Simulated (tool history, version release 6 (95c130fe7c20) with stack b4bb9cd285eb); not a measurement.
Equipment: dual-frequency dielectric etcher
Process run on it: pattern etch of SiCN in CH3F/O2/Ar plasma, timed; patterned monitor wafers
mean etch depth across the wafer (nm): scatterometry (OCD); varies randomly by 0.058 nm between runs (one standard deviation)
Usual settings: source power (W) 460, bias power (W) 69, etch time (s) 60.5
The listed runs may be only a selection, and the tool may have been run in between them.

run,day,source power (W),bias power (W),etch time (s),wafers since the last listed run,hours since the last wet clean,hours since the last source power generator calibration,hours since the last bias power generator calibration,hours since the last upper electrode change,hours since the gauge calibration,"read-back reference wafer on the same gauge, depth_nm",mean etch depth across the wafer (nm)
1,0.000,460,69,60.5,0,369.0,1319.0,2957.2,3253.3,424.7,29.37,24.93
2,0.733,530,69,60.5,138,386.6,1336.6,2974.8,3270.9,442.3,29.33,26.17
3,1.404,460,69,60.5,126,402.7,1352.7,2990.9,3287.0,458.4,29.33,24.82
4,2.012,460,69,60.5,114,417.3,1367.3,3005.5,3301.6,473.0,29.32,24.88
5,2.692,460,69,60.5,128,433.6,1383.6,3021.8,3317.9,489.3,29.32,24.69
6,3.217,460,69,55.5,99,446.2,1396.2,3034.4,3330.5,501.9,29.27,22.75
# day 4.538: wet clean of the chamber
7,4.558,460,69,55.5,64,0.5,1428.4,3066.6,3362.7,534.1,29.25,22.62
8,5.075,460,69,67.5,97,12.9,1440.8,3079.0,3375.1,546.5,29.25,27.59
9,6.046,460,69,67.5,183,36.2,1464.1,3102.3,3398.4,569.8,29.22,27.60
10,7.508,460,69,60.5,276,71.3,1499.2,3137.4,3433.5,604.9,29.19,24.63
# day 9.696: source power generator calibrated
11,9.988,460,69,60.5,436,130.8,7.0,3196.9,3493.0,664.4,29.11,24.71
# day 10.008: gauge calibrated
12,11.454,460,69,60.5,277,166.0,42.2,3232.1,3528.2,34.7,29.70,25.17
13,12.562,370,69,60.5,209,192.6,68.8,3258.7,3554.8,61.3,29.67,23.28
14,13.338,370,69,60.5,146,211.2,87.4,3277.3,3573.4,79.9,29.66,23.28
15,14.412,360,54,72.5,203,237.0,113.2,3303.1,3599.2,105.7,29.62,26.34
# day 15.417: upper electrode replaced
16,15.754,460,69,71.5,64,269.2,145.4,3335.3,8.1,137.9,29.59,29.70
# day 16.525: bias power generator calibrated
17,16.850,390,69,48.0,175,295.5,171.7,7.8,34.4,164.2,29.57,18.70
18,18.288,460,58,60.5,271,330.0,206.2,42.3,68.9,198.7,29.51,24.11
19,19.733,420,55,50.5,273,364.7,240.9,77.0,103.6,233.4,29.49,19.33
# day 21.292: wet clean of the chamber
20,21.312,460,69,47.0,109,0.5,278.8,114.9,141.5,271.3,29.47,19.40
21,22.500,530,69,71.0,224,29.0,307.3,143.4,170.0,299.8,29.43,30.78
22,23.617,420,81,72.5,210,55.8,334.1,170.2,196.8,326.6,29.42,29.85
23,24.471,410,58,76.0,161,76.3,354.6,190.7,217.3,347.1,29.39,29.00
24,25.483,460,69,60.5,191,100.6,378.9,215.0,241.6,371.4,29.37,25.00
25,26.158,570,69,54.0,127,116.8,395.1,231.2,257.8,387.6,29.33,23.94
26,26.900,520,56,78.5,140,134.6,412.9,249.0,275.6,405.4,29.32,32.39
27,27.942,460,69,60.5,196,159.6,437.9,274.0,300.6,430.4,29.29,24.91
28,28.821,350,52,49.0,166,180.7,459.0,295.1,321.7,451.5,29.25,17.23

Consider 4 possible next runs. They are alternatives, not a sequence: every one starts from the tool as it was left by run 28. What does each give?
A,28.838,510,69,60.5,3,181.1,459.4,295.5,322.1,451.9,?,?
B,28.838,410,53,70.0,3,181.1,459.4,295.5,322.1,451.9,?,?
C,28.838,380,76,48.5,3,181.1,459.4,295.5,322.1,451.9,?,?
D,28.838,460,77,48.0,3,181.1,459.4,295.5,322.1,451.9,?,?

run,"read-back reference wafer on the same gauge, depth_nm",mean etch depth across the wafer (nm)
A,29.26,25.69
B,29.26,26.15
C,29.26,18.91
D,29.26,20.09
Take away the tool's hidden state, keep each run's random variation, and the runs would have read:
run,mean etch depth across the wafer (nm)
A,26.15
B,26.62
C,19.25
D,20.45
